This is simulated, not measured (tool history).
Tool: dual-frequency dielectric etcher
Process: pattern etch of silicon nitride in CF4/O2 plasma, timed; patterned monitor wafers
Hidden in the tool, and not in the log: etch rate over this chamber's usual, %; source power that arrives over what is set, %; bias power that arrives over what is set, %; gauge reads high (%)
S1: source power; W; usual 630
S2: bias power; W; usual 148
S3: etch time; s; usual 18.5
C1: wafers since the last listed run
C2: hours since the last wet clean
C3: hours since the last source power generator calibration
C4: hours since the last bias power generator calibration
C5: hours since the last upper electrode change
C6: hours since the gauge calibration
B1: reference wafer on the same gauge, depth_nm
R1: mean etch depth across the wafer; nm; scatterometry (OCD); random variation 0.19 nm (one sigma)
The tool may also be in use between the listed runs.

run   hour   S1   S2    S3   C1     C2      C3      C4      C5     C6     B1     R1
  1    0.0  630  148  18.5    0   74.0  2716.1  3267.5  3015.3   53.4  45.27  42.31
  2   46.7  690  148  18.5  739  120.7  2762.8  3314.2  3062.0  100.1  45.32  46.31
  3   63.0  690  148  18.5  258  137.0  2779.1  3330.5  3078.3  116.4  45.31  46.08
  4   76.5  630  148  15.0  213  150.5  2792.6  3344.0  3091.8  129.9  45.34  34.30
  5  105.2  630  148  15.0  454  179.2  2821.3  3372.7  3120.5  158.6  45.20  34.22
  6  125.6  630  148  15.0  323  199.6  2841.7  3393.1  3140.9  179.0  45.27  34.50
  7  148.1  630  148  18.5  356  222.1  2864.2  3415.6  3163.4  201.5  45.28  42.78
  8  183.6  630  148  18.5  562  257.6  2899.7  3451.1  3198.9  237.0  45.37  42.64
  9  214.7  520  148  18.5  492  288.7  2930.8  3482.2  3230.0  268.1  45.30  35.38
 10  228.9  520  148  18.5  224  302.9  2945.0  3496.4  3244.2  282.3  45.34  35.60
 11  254.0  520  148  18.5  397  328.0  2970.1  3521.5  3269.3  307.4  45.36  35.55
 12  269.2  550  159  18.5  240  343.2  2985.3  3536.7  3284.5  322.6  45.36  38.78
 13  286.4  550  159  18.5  272  360.4  3002.5  3553.9  3301.7  339.8  45.31  39.11
 14  300.9  630  148  18.5  229  374.9  3017.0  3568.4  3316.2  354.3  45.27  42.71
 15  328.5  510  124  15.5  437  402.5  3044.6  3596.0  3343.8  381.9  45.24  26.92
     344.9  -- gauge calibrated
 16  346.7  630  148  18.5  288  420.7  3062.8  3614.2  3362.0    1.8  45.32  43.24
 17  380.2  630  117  18.5  530  454.2  3096.3  3647.7  3395.5   35.3  45.30  38.52
 18  411.9  770  148  24.0  501  485.9  3128.0  3679.4  3427.2   67.0  45.22  68.15
     422.3  -- source power generator calibrated
     424.6  -- bias power generator calibrated
     462.3  -- upper electrode replaced, of another model than before
 19  462.8  630  148  18.5  326  536.8    40.5    38.2     0.5  117.9  45.28  43.54
 20  463.1  630  148  22.0    4  537.1    40.8    38.5     0.8  118.2  45.33  51.26
 21  495.4  760  115  22.0  511  569.4    73.1    70.8    33.1  150.5  45.31  53.73
 22  522.2  520  181  13.5  424  596.2    99.9    97.6    59.9  177.3  45.30  27.34
     549.8  -- wet clean of the chamber
 23  550.3  630  148  18.5   64    0.5   128.0   125.7    88.0  205.4  45.31  41.92
 24  575.8  530  148  13.5  403   26.0   153.5   151.2   113.5  230.9  45.33  23.20
 25  609.1  630  124  18.5  527   59.3   186.8   184.5   146.8  264.2  45.30  36.10
 26  621.9  630  185  18.5  202   72.1   199.6   197.3   159.6  277.0  45.31  49.55
 27  644.2  500  157  13.0  353   94.4   221.9   219.6   181.9  299.3  45.33  21.15
 28  667.2  630  180  18.5  364  117.4   244.9   242.6   204.9  322.3  45.29  49.10
 29  693.4  690  120  15.5  414  143.6   271.1   268.8   231.1  348.5  45.30  33.92
 30  713.6  700  148  23.0  319  163.8   291.3   289.0   251.3  368.7  45.30  61.36
     726.2  -- gauge calibrated
 31  744.8  630  148  17.0  494  195.0   322.5   320.2   282.5   18.6  45.24  39.06

The tool's hidden state at each run:
source power that arrives over what is set, %: 0 in every run
bias power that arrives over what is set, %: 0 in every run
gauge reads high (%): 0 in every run
H1: etch rate over this chamber's usual, %
run     H1
  1  0.892
  2   1.16
  3   1.25
  4   1.33
  5   1.49
  6   1.61
  7   1.74
  8   1.94
  9   2.12
 10    2.2
 11   2.34
 12   2.43
 13   2.53
 14   2.61
 15   2.77
 16   2.87
 17   3.06
 18   3.24
 19   3.53
 20   3.53
 21   3.72
 22   3.87
 23  0.174
 24  0.319
 25  0.509
 26  0.582
 27  0.709
 28   0.84
 29   0.99
 30    1.1
 31   1.28
